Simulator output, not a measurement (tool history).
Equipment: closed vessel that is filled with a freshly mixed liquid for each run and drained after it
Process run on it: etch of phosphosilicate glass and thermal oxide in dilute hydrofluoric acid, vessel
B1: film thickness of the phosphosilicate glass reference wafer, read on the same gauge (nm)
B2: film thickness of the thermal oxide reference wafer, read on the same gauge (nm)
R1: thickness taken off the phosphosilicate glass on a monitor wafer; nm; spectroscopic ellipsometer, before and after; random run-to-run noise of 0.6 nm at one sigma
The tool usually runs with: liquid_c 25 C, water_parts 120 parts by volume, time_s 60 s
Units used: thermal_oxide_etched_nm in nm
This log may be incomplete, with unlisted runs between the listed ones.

Run 1, hour 0: usual settings but time_s 30 s; B1 90; B2 140.016. Result: R1 42.12 nm, thermal_oxide_etched_nm 1.404 nm.
Run 2, hour 51.1: usual settings but water_parts 165 parts by volume, time_s 50 s; B1 89.96; B2 139.993. Result: R1 48.58 nm, thermal_oxide_etched_nm 1.601 nm.
Run 3, hour 129.4: usual settings but time_s 30 s; B1 90.04; B2 140.01. Result: R1 42.36 nm, thermal_oxide_etched_nm 1.423 nm.
Run 4, hour 234.9: usual settings but liquid_c 22.5 C, water_parts 150 parts by volume, time_s 95 s; B1 89.99; B2 139.993. Result: R1 94.21 nm, thermal_oxide_etched_nm 3.186 nm.
Run 5, hour 315.8: usual settings; B1 89.95; B2 140.016. Result: R1 85.79 nm, thermal_oxide_etched_nm 2.798 nm.
Run 6, hour 408.6: usual settings but liquid_c 23 C, water_parts 165 parts by volume, time_s 80 s; B1 90.03; B2 139.988. Result: R1 72.8 nm, thermal_oxide_etched_nm 2.457 nm.
At hour 411.9: hydrofluoric acid flow meter replaced.
Run 7, hour 551.8: usual settings but water_parts 100 parts by volume, time_s 85 s; B1 90.03; B2 140.008. Result: R1 148.79 nm, thermal_oxide_etched_nm 4.972 nm.
At hour 591.6: gauge calibrated.
Run 8, hour 623.1: usual settings but liquid_c 20.5 C; B1 90.04; B2 139.983. Result: R1 71.5 nm, thermal_oxide_etched_nm 2.419 nm.
Run 9, hour 723: usual settings but liquid_c 23.5 C, water_parts 170 parts by volume, time_s 45 s; B1 89.98; B2 139.999. Result: R1 40.81 nm, thermal_oxide_etched_nm 1.349 nm.
Run 10, hour 769.2: usual settings but liquid_c 26.5 C, water_parts 160 parts by volume; B1 90; B2 139.997. Result: R1 64.88 nm, thermal_oxide_etched_nm 2.189 nm.
Run 11, hour 839.6: usual settings but liquid_c 29 C, water_parts 105 parts by volume, time_s 75 s; B1 90; B2 140.004. Result: R1 147.45 nm, thermal_oxide_etched_nm 4.83 nm.
Run 12, hour 942.9: usual settings but liquid_c 22 C, water_parts 170 parts by volume, time_s 45 s; B1 90.04; B2 139.988. Result: R1 38.54 nm, thermal_oxide_etched_nm 1.281 nm.
Run 13, hour 1047.6: usual settings but time_s 85 s; B1 89.97; B2 140.025. Result: R1 122.9 nm, thermal_oxide_etched_nm 4.048 nm.
Run 14, hour 1099.4: usual settings but liquid_c 20.5 C, water_parts 95 parts by volume; B1 89.97; B2 139.997. Result: R1 93.87 nm, thermal_oxide_etched_nm 3.125 nm.
Run 15, hour 1143.5: usual settings but liquid_c 28.5 C; B1 89.98; B2 140.016. Result: R1 99.01 nm, thermal_oxide_etched_nm 3.292 nm.
Run 16, hour 1224.1: usual settings but water_parts 65 parts by volume, time_s 90 s; B1 89.99; B2 140. Result: R1 260.59 nm, thermal_oxide_etched_nm 8.567 nm.
Run 17, hour 1289.9: usual settings but liquid_c 29.5 C, time_s 85 s; B1 89.99; B2 139.995. Result: R1 146.9 nm, thermal_oxide_etched_nm 4.855 nm.
Run 18, hour 1376.7: usual settings but time_s 75 s; B1 90; B2 140.017. Result: R1 107.78 nm, thermal_oxide_etched_nm 3.682 nm.
At hour 1470.7: thermometer replaced.
Run 19, hour 1476: usual settings but liquid_c 21 C, time_s 95 s; B1 89.97; B2 140.008. Result: R1 113.59 nm, thermal_oxide_etched_nm 3.74 nm.
Run 20, hour 1574.3: usual settings but liquid_c 21.5 C, time_s 35 s; B1 89.96; B2 140.016. Result: R1 43.38 nm, thermal_oxide_etched_nm 1.417 nm.
Run 21, hour 1616: usual settings but liquid_c 21.5 C, time_s 30 s; B1 89.99; B2 139.989. Result: R1 37.18 nm, thermal_oxide_etched_nm 1.224 nm.
Run 22, hour 1686.6: usual settings; B1 89.98; B2 140.002. Result: R1 84.53 nm, thermal_oxide_etched_nm 2.851 nm.
Run 23, hour 1993.9: usual settings but liquid_c 29.5 C, water_parts 75 parts by volume, time_s 80 s; B1 90.01; B2 140.016. Result: R1 226.28 nm, thermal_oxide_etched_nm 7.671 nm.
At hour 2033.8: hydrofluoric acid flow meter replaced.
Run 24, hour 2061.9: usual settings but liquid_c 26.5 C, water_parts 155 parts by volume; B1 90; B2 140.011. Result: R1 65.99 nm, thermal_oxide_etched_nm 2.214 nm.

Forecast each of these 5 alternatives for the next run:
Run A, hour 2062.6: usual settings but water_parts 65 parts by volume; B1 ?; B2 ?. Result: R1 ?, thermal_oxide_etched_nm ?.
Run B, hour 2062.6: usual settings but liquid_c 29.5 C, time_s 35 s; B1 ?; B2 ?. Result: R1 ?, thermal_oxide_etched_nm ?.
Run C, hour 2062.6: usual settings but liquid_c 20.5 C, water_parts 135 parts by volume; B1 ?; B2 ?. Result: R1 ?, thermal_oxide_etched_nm ?.
Run D, hour 2062.6: usual settings but liquid_c 27.5 C, water_parts 90 parts by volume, time_s 45 s; B1 ?; B2 ?. Result: R1 ?, thermal_oxide_etched_nm ?.
Run E, hour 2062.6: usual settings but liquid_c 28.5 C, water_parts 165 parts by volume; B1 ?; B2 ?. Result: R1 ?, thermal_oxide_etched_nm ?.

run     B1       B2      R1  thermal_oxide_etched_nm
  A  90.01  140.007  168.44                    5.598
  B  90.01  140.007   58.73                    1.952
  C  90.01  140.007   62.26                    2.069
  D  90.01  140.007    97.3                    3.234
  E  90.01  140.007   66.56                    2.212
Without the tool's unlogged condition, the same runs would have read:
run      R1  thermal_oxide_etched_nm
  A  164.69                    5.473
  B   57.53                    1.912
  C   60.89                    2.024
  D   95.22                    3.165
  E   65.23                    2.168

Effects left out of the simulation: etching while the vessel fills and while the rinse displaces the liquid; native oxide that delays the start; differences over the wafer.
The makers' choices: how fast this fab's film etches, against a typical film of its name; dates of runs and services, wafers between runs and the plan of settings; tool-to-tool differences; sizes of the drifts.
